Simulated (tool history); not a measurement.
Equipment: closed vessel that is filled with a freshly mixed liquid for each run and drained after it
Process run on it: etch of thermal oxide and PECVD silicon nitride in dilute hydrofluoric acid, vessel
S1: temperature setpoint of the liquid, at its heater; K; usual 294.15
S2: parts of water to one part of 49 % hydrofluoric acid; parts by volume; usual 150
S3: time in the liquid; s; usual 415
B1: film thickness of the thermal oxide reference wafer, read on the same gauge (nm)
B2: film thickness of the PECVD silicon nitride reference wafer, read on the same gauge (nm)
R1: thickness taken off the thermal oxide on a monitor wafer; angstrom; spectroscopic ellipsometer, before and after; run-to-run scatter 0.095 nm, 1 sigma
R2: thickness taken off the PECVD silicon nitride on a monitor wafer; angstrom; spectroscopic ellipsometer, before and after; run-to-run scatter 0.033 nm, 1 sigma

{"run": 1, "hour": 0.0, "S1": 294.15, "S2": 150, "S3": 415, "B1": 40.01, "B2": 120.001, "R1": 109.1, "R2": 39.33}
{"run": 2, "hour": 28.7, "S1": 294.15, "S2": 150, "S3": 415, "B1": 39.99, "B2": 120.001, "R1": 108, "R2": 39.5}
{"run": 3, "hour": 99.6, "S1": 294.15, "S2": 150, "S3": 415, "B1": 40.01, "B2": 120.002, "R1": 108, "R2": 39.57}
{"hour": 146.5, "done": "gauge calibrated"}
{"run": 4, "hour": 155.0, "S1": 294.15, "S2": 150, "S3": 415, "B1": 39.99, "B2": 119.985, "R1": 108.6, "R2": 39.33}
{"run": 5, "hour": 202.6, "S1": 294.15, "S2": 150, "S3": 415, "B1": 40, "B2": 119.991, "R1": 108.8, "R2": 39.36}
{"run": 6, "hour": 273.7, "S1": 294.15, "S2": 150, "S3": 320, "B1": 40, "B2": 120.012, "R1": 84.1, "R2": 30.23}
{"run": 7, "hour": 303.9, "S1": 296.15, "S2": 120, "S3": 415, "B1": 40, "B2": 119.991, "R1": 149.2, "R2": 55.62}
{"run": 8, "hour": 369.7, "S1": 297.65, "S2": 150, "S3": 600, "B1": 40.01, "B2": 120.001, "R1": 179.4, "R2": 72.22}
{"hour": 373.0, "done": "thermometer replaced"}
{"hour": 380.5, "done": "hydrofluoric acid flow meter replaced"}
{"run": 9, "hour": 398.3, "S1": 292.65, "S2": 150, "S3": 645, "B1": 40.01, "B2": 120.003, "R1": 158.2, "R2": 55.61}
{"run": 10, "hour": 461.1, "S1": 291.65, "S2": 185, "S3": 220, "B1": 39.99, "B2": 119.995, "R1": 40.5, "R2": 14.61}
{"hour": 478.3, "done": "gauge calibrated"}
{"run": 11, "hour": 526.6, "S1": 291.15, "S2": 220, "S3": 255, "B1": 40.01, "B2": 119.993, "R1": 37.6, "R2": 13.76}
{"run": 12, "hour": 566.2, "S1": 291.15, "S2": 220, "S3": 255, "B1": 39.98, "B2": 119.987, "R1": 37.4, "R2": 13.97}

Expected results for the next run?
{"run": 13, "hour": 607.8, "S1": 294.15, "S2": 150, "S3": 185, "B1": "?", "B2": "?", "R1": "?", "R2": "?"}

B1: 40
B2: 120.007
R1: 48.3 angstrom
R2: 17.52 angstrom
With the hidden condition absent and the run-to-run variation left alone, this run would have shown R1 48.3 angstrom, R2 17.52 angstrom.

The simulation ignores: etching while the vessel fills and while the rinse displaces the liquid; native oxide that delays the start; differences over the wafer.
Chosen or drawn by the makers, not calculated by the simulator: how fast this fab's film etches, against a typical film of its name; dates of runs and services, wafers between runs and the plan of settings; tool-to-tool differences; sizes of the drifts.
